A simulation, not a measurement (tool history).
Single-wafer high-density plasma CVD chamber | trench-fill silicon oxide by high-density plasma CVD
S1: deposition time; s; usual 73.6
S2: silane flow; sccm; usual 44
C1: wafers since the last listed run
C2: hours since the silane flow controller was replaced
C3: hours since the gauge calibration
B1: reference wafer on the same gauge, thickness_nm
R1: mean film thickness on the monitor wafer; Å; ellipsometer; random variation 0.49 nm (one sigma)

| run | day | S1 | S2 | C1 | C2 | C3 | B1 | R1 |
|---|---|---|---|---|---|---|---|---|
| 1 | 0 | 83.8 | 48 | 0 | 2633 | 126 | 293.046 | 4028.16 |
| 2 | 0.45 | 83.8 | 48 | 118 | 2643.8 | 136.8 | 292.977 | 4002.66 |
| 3 | 1.021 | 83.8 | 48 | 150 | 2657.5 | 150.5 | 292.969 | 4021.06 |
| 4 | 1.329 | 73.6 | 47 | 81 | 2664.9 | 157.9 | 292.809 | 3448.87 |
| 5 | 1.646 | 73.6 | 47 | 83 | 2672.5 | 165.5 | 292.698 | 3445.17 |
| 6 | 2.371 | 64.6 | 40 | 191 | 2689.9 | 182.9 | 292.353 | 2574.22 |
| 7 | 2.754 | 64.6 | 40 | 101 | 2699.1 | 192.1 | 292.251 | 2573.12 |
|  | 3.15 | gauge calibrated |
|  | 3.529 | silane flow controller replaced |
| 8 | 3.55 | 64.6 | 40 | 122 | 0.5 | 9.6 | 294.568 | 2587.06 |
| 9 | 3.908 | 67.9 | 39 | 94 | 9.1 | 18.2 | 294.585 | 2661.19 |
| 10 | 4.483 | 73.6 | 44 | 152 | 22.9 | 32 | 294.303 | 3245.45 |
| 11 | 5.175 | 59.1 | 37 | 182 | 39.5 | 48.6 | 294.134 | 2191.09 |
| 12 | 5.954 | 67.7 | 47 | 206 | 58.2 | 67.3 | 293.794 | 3185.92 |
| 13 | 6.35 | 73.6 | 44 | 104 | 67.7 | 76.8 | 294 | 3233.34 |
| 14 | 6.642 | 83.8 | 48 | 77 | 74.7 | 83.8 | 293.833 | 4021.67 |
| 15 | 6.954 | 73.6 | 52 | 82 | 82.2 | 91.3 | 293.728 | 3821.86 |
| 16 | 7.504 | 61.8 | 51 | 145 | 95.4 | 104.5 | 293.678 | 3152.25 |
| 17 | 8.067 | 60.8 | 41 | 148 | 108.9 | 118 | 293.404 | 2487.66 |

Forecast each of these 5 alternatives for the next run:
| A | 8.083 | 73.6 | 44 | 4 | 109.3 | 118.4 | ? | ? |
| B | 8.083 | 61.5 | 38 | 4 | 109.3 | 118.4 | ? | ? |
| C | 8.083 | 82.4 | 49 | 4 | 109.3 | 118.4 | ? | ? |
| D | 8.083 | 73.6 | 50 | 4 | 109.3 | 118.4 | ? | ? |
| E | 8.083 | 73.6 | 37 | 4 | 109.3 | 118.4 | ? | ? |

| run | B1 | R1 |
|---|---|---|
| A | 293.452 | 3232.93 |
| B | 293.452 | 2333.06 |
| C | 293.452 | 4030.79 |
| D | 293.452 | 3673.79 |
| E | 293.452 | 2718.6 |
Without the tool's hidden state the same runs would have given:
| run | R1 |
|---|---|
| A | 3250.82 |
| B | 2345.96 |
| C | 4053.08 |
| D | 3694.11 |
| E | 2733.64 |
